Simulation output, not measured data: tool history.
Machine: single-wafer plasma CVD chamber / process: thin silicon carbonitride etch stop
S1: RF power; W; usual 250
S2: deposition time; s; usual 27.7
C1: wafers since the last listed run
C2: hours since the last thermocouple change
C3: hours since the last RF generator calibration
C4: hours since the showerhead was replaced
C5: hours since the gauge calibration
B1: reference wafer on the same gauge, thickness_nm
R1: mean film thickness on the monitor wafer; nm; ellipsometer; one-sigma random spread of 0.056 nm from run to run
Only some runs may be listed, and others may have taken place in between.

Run 1, hour 0: usual settings but S1 270 W; C1 0; C2 1224.4; C3 543.1; C4 6899.2; C5 898; B1 21.19. Result: R1 18.471 nm.
Run 2, hour 57.6: usual settings but S1 270 W; C1 890; C2 1282; C3 600.7; C4 6956.8; C5 955.6; B1 21.202. Result: R1 18.395 nm.
Run 3, hour 95.7: usual settings but S2 29.7 s; C1 588; C2 1320.1; C3 638.8; C4 6994.9; C5 993.7; B1 21.197. Result: R1 19.416 nm.
At hour 141.6: gauge calibrated.
Run 4, hour 161.6: usual settings but S1 265 W; C1 1018; C2 1386; C3 704.7; C4 7060.8; C5 20; B1 21.207. Result: R1 18.259 nm.
Run 5, hour 226.5: usual settings but S1 265 W; C1 1003; C2 1450.9; C3 769.6; C4 7125.7; C5 84.9; B1 21.201. Result: R1 18.321 nm.
Run 6, hour 266.7: usual settings but S2 24.9 s; C1 621; C2 1491.1; C3 809.8; C4 7165.9; C5 125.1; B1 21.179. Result: R1 16.191 nm.
Run 7, hour 295.6: usual settings; C1 446; C2 1520; C3 838.7; C4 7194.8; C5 154; B1 21.205. Result: R1 18.03 nm.
Run 8, hour 330.2: usual settings; C1 534; C2 1554.6; C3 873.3; C4 7229.4; C5 188.6; B1 21.209. Result: R1 18.037 nm.
Run 9, hour 384.9: usual settings; C1 845; C2 1609.3; C3 928; C4 7284.1; C5 243.3; B1 21.192. Result: R1 17.984 nm.
Run 10, hour 429.4: usual settings; C1 687; C2 1653.8; C3 972.5; C4 7328.6; C5 287.8; B1 21.194. Result: R1 17.96 nm.
At hour 471.3: showerhead replaced.
Run 11, hour 481.5: usual settings; C1 681; C2 1705.9; C3 1024.6; C4 10.2; C5 339.9; B1 21.178. Result: R1 17.958 nm.
Run 12, hour 505.8: usual settings; C1 375; C2 1730.2; C3 1048.9; C4 34.5; C5 364.2; B1 21.218. Result: R1 18.068 nm.
Run 13, hour 575.5: usual settings; C1 1077; C2 1799.9; C3 1118.6; C4 104.2; C5 433.9; B1 21.199. Result: R1 17.93 nm.
Run 14, hour 603.4: usual settings but S1 285 W, S2 22.8 s; C1 431; C2 1827.8; C3 1146.5; C4 132.1; C5 461.8; B1 21.193. Result: R1 15.19 nm.

For run 15, what comes out?
At hour 627.6: thermocouple changed; heater temperature recalibrated.
Run 15, hour 658.8: usual settings; C1 732; C2 31.2; C3 1201.9; C4 187.5; C5 517.2; B1 ?. Result: R1 ?.

For run 15 the tool returned B1 21.19, R1 17.914 nm.
Without the tool's hidden state the same run would have given R1 18.254 nm.
